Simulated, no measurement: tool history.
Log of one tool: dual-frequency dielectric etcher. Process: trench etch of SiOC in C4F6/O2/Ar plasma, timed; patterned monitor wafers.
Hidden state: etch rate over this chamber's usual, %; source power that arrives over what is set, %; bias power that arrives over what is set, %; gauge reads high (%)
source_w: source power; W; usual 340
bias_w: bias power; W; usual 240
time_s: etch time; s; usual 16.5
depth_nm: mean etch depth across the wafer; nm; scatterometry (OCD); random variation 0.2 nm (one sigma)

run    hour  source_w  bias_w  time_s  wafers since the last listed run  hours since the last wet clean  hours since the last source power generator calibration  hours since the last bias power generator calibration  hours since the last upper electrode change  hours since the gauge calibration  read-back reference wafer on the same gauge, depth_nm  depth_nm
  1     0.0       340     270    16.5                                 0                           179.4                                                   1187.1                                                 2038.2                                       4895.0                             1520.7                                                  32.29     39.97
  2    41.9       340     270    16.5                               869                           221.3                                                   1229.0                                                 2080.1                                       4936.9                             1562.6                                                  32.26     39.48
  3   121.2       340     240    16.5                              1645                           300.6                                                   1308.3                                                 2159.4                                       5016.2                             1641.9                                                  32.34     37.79
  4   217.9       340     240    16.5                              2007                           397.3                                                   1405.0                                                 2256.1                                       5112.9                             1738.6                                                  32.31     37.52
      295.7  -- wet clean of the chamber
  5   296.2       340     240    16.5                              1127                             0.5                                                   1483.3                                                 2334.4                                       5191.2                             1816.9                                                  32.31     37.62
  6   358.1       340     240    16.5                              1284                            62.4                                                   1545.2                                                 2396.3                                       5253.1                             1878.8                                                  32.29     37.70
  7   423.3       340     240    16.5                              1353                           127.6                                                   1610.4                                                 2461.5                                       5318.3                             1944.0                                                  32.31     37.41
      478.8  -- bias power generator calibrated
  8   492.4       340     240    16.5                              1351                           196.7                                                   1679.5                                                   13.6                                       5387.4                             2013.1                                                  32.30     37.70
  9   539.0       340     240    16.5                               967                           243.3                                                   1726.1                                                   60.2                                       5434.0                             2059.7                                                  32.24     37.61
 10   603.4       340     240    16.5                              1336                           307.7                                                   1790.5                                                  124.6                                       5498.4                             2124.1                                                  32.36     37.89
 11   678.2       340     240    16.5                              1552                           382.5                                                   1865.3                                                  199.4                                       5573.2                             2198.9                                                  32.23     37.77
 12   775.7       340     288    16.5                              2023                           480.0                                                   1962.8                                                  296.9                                       5670.7                             2296.4                                                  32.34     40.48
      807.2  -- wet clean of the chamber
 13   845.4       300     214    16.5                               948                            38.2                                                   2032.5                                                  366.6                                       5740.4                             2366.1                                                  32.36     34.10
      915.6  -- source power generator calibrated
      943.2  -- gauge calibrated
      963.6  -- upper electrode replaced
 14   964.1       340     259    16.5                              1882                           156.9                                                     48.5                                                  485.3                                          0.5                               20.9                                                  32.26     38.72
 15  1051.8       340     240    16.5                              1820                           244.6                                                    136.2                                                  573.0                                         88.2                              108.6                                                  32.27     37.44
 16  1128.5       310     240    15.0                              1592                           321.3                                                    212.9                                                  649.7                                        164.9                              185.3                                                  32.26     33.29
 17  1173.8       390     240    11.5                               940                           366.6                                                    258.2                                                  695.0                                        210.2                              230.6                                                  32.29     27.38
     1214.6  -- wet clean of the chamber
 18  1218.5       340     240    16.5                               429                             3.9                                                    302.9                                                  739.7                                        254.9                              275.3                                                  32.32     37.34
 19  1279.1       340     192    16.5                              1257                            64.5                                                    363.5                                                  800.3                                        315.5                              335.9                                                  32.31     34.05
 20  1352.9       390     291    14.5                              1531                           138.3                                                    437.3                                                  874.1                                        389.3                              409.7                                                  32.35     37.89
 21  1437.0       340     240    16.5                              1745                           222.4                                                    521.4                                                  958.2                                        473.4                              493.8                                                  32.37     37.15
 22  1541.3       370     211    13.5                              2164                           326.7                                                    625.7                                                 1062.5                                        577.7                              598.1                                                  32.23     29.93
 23  1616.5       340     297    16.5                              1560                           401.9                                                    700.9                                                 1137.7                                        652.9                              673.3                                                  32.24     41.03
     1754.0  -- wet clean of the chamber
 24  1754.5       260     280    16.5                              2366                             0.5                                                    838.9                                                 1275.7                                        790.9                              811.3                                                  32.23     36.69
 25  1801.2       410     240    16.5                               969                            47.2                                                    885.6                                                 1322.4                                        837.6                              858.0                                                  32.25     40.01
 26  1842.1       340     202    21.5                               848                            88.1                                                    926.5                                                 1363.3                                        878.5                              898.9                                                  32.33     44.89
 27  1924.0       260     240    15.0                              1699                           170.0                                                   1008.4                                                 1445.2                                        960.4                              980.8                                                  32.32     31.23
 28  2012.8       380     281    16.5                              1843                           258.8                                                   1097.2                                                 1534.0                                       1049.2                             1069.6                                                  32.31     41.63
 29  2077.3       370     204    21.5                              1338                           323.3                                                   1161.7                                                 1598.5                                       1113.7                             1134.1                                                  32.29     46.78

5 ways to go on from here, each from the tool as it stands after run 29. What would each give?
  A  2077.7       340     240    16.5                                 8                           323.7                                                   1162.1                                                 1598.9                                       1114.1                             1134.5                                                      ?         ?
  B  2077.7       340     288    20.5                                 8                           323.7                                                   1162.1                                                 1598.9                                       1114.1                             1134.5                                                      ?         ?
  C  2077.7       340     276    12.5                                 8                           323.7                                                   1162.1                                                 1598.9                                       1114.1                             1134.5                                                      ?         ?
  D  2077.7       290     255    19.0                                 8                           323.7                                                   1162.1                                                 1598.9                                       1114.1                             1134.5                                                      ?         ?
  E  2077.7       390     274    16.5                                 8                           323.7                                                   1162.1                                                 1598.9                                       1114.1                             1134.5                                                      ?         ?

run  read-back reference wafer on the same gauge, depth_nm  depth_nm
  A                                                  32.34     37.52
  B                                                  32.34     50.60
  C                                                  32.34     30.27
  D                                                  32.34     42.17
  E                                                  32.34     41.67
Without the tool's hidden state the same runs would have given:
run  depth_nm
  A     37.52
  B     50.60
  C     30.27
  D     42.17
  E     41.67
